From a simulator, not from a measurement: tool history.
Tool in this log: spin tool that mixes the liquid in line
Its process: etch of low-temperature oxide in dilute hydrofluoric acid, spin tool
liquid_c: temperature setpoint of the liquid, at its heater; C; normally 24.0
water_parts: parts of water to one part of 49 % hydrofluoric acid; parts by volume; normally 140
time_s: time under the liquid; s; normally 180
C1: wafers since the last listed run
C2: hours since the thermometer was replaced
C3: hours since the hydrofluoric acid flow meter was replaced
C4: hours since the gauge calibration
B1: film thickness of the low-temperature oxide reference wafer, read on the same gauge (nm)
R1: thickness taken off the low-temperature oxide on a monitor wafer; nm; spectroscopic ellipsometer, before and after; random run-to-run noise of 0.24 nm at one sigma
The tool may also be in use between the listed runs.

Run 1, hour 0.0: usual settings; C1 0; C2 448.2; C3 244.1; C4 404.6; B1 80.01. Result: R1 23.72 nm.
Run 2, hour 56.2: usual settings; C1 315; C2 504.4; C3 300.3; C4 460.8; B1 79.97. Result: R1 23.85 nm.
Run 3, hour 81.5: usual settings; C1 142; C2 529.7; C3 325.6; C4 486.1; B1 79.99. Result: R1 23.55 nm.
Run 4, hour 110.2: usual settings; C1 161; C2 558.4; C3 354.3; C4 514.8; B1 80.01. Result: R1 23.63 nm.
Run 5, hour 150.1: usual settings but time_s 95 s; C1 224; C2 598.3; C3 394.2; C4 554.7; B1 79.99. Result: R1 12.62 nm.
Run 6, hour 208.4: usual settings but time_s 95 s; C1 327; C2 656.6; C3 452.5; C4 613.0; B1 79.99. Result: R1 12.43 nm.
Run 7, hour 260.2: usual settings; C1 291; C2 708.4; C3 504.3; C4 664.8; B1 79.99. Result: R1 23.25 nm.
At hour 295.3: gauge calibrated.
Run 8, hour 321.0: usual settings; C1 341; C2 769.2; C3 565.1; C4 25.7; B1 80.00. Result: R1 23.20 nm.
Run 9, hour 391.6: usual settings but water_parts 210 parts by volume; C1 396; C2 839.8; C3 635.7; C4 96.3; B1 79.98. Result: R1 14.27 nm.
Run 10, hour 427.1: usual settings but liquid_c 26.5 C, water_parts 205 parts by volume; C1 199; C2 875.3; C3 671.2; C4 131.8; B1 80.00. Result: R1 15.79 nm.
At hour 435.1: hydrofluoric acid flow meter replaced.
Run 11, hour 470.4: usual settings but water_parts 180 parts by volume, time_s 145 s; C1 237; C2 918.6; C3 35.3; C4 175.1; B1 79.99. Result: R1 12.61 nm.
At hour 498.8: thermometer replaced.
Run 12, hour 507.8: usual settings but liquid_c 21.0 C, water_parts 95 parts by volume; C1 204; C2 9.0; C3 72.7; C4 212.5; B1 80.00. Result: R1 29.28 nm.
Run 13, hour 558.4: usual settings but liquid_c 26.5 C, water_parts 85 parts by volume; C1 284; C2 59.6; C3 123.3; C4 263.1; B1 80.01. Result: R1 41.45 nm.
At hour 572.5: hydrofluoric acid flow meter replaced, repeated, since the last time left the tool worse.
Run 14, hour 593.3: usual settings; C1 190; C2 94.5; C3 20.8; C4 298.0; B1 80.03. Result: R1 24.51 nm.
Run 15, hour 654.4: usual settings; C1 343; C2 155.6; C3 81.9; C4 359.1; B1 79.99. Result: R1 24.54 nm.

What if the next run were any one of these 3? Each begins from the tool's condition after run 15:
Run A, hour 654.9: usual settings but liquid_c 26.5 C; C1 2; C2 156.1; C3 82.4; C4 359.6; B1 ?. Result: R1 ?.
Run B, hour 654.9: usual settings but liquid_c 20.5 C, water_parts 160 parts by volume, time_s 250 s; C1 2; C2 156.1; C3 82.4; C4 359.6; B1 ?. Result: R1 ?.
Run C, hour 654.9: usual settings but liquid_c 19.5 C, water_parts 165 parts by volume, time_s 140 s; C1 2; C2 156.1; C3 82.4; C4 359.6; B1 ?. Result: R1 ?.

run     B1     R1
  A  79.98  27.10
  B  79.98  25.57
  C  79.98  13.28
Without the tool's unlogged condition, the same runs would have read:
run     R1
  A  27.38
  B  25.84
  C  13.42
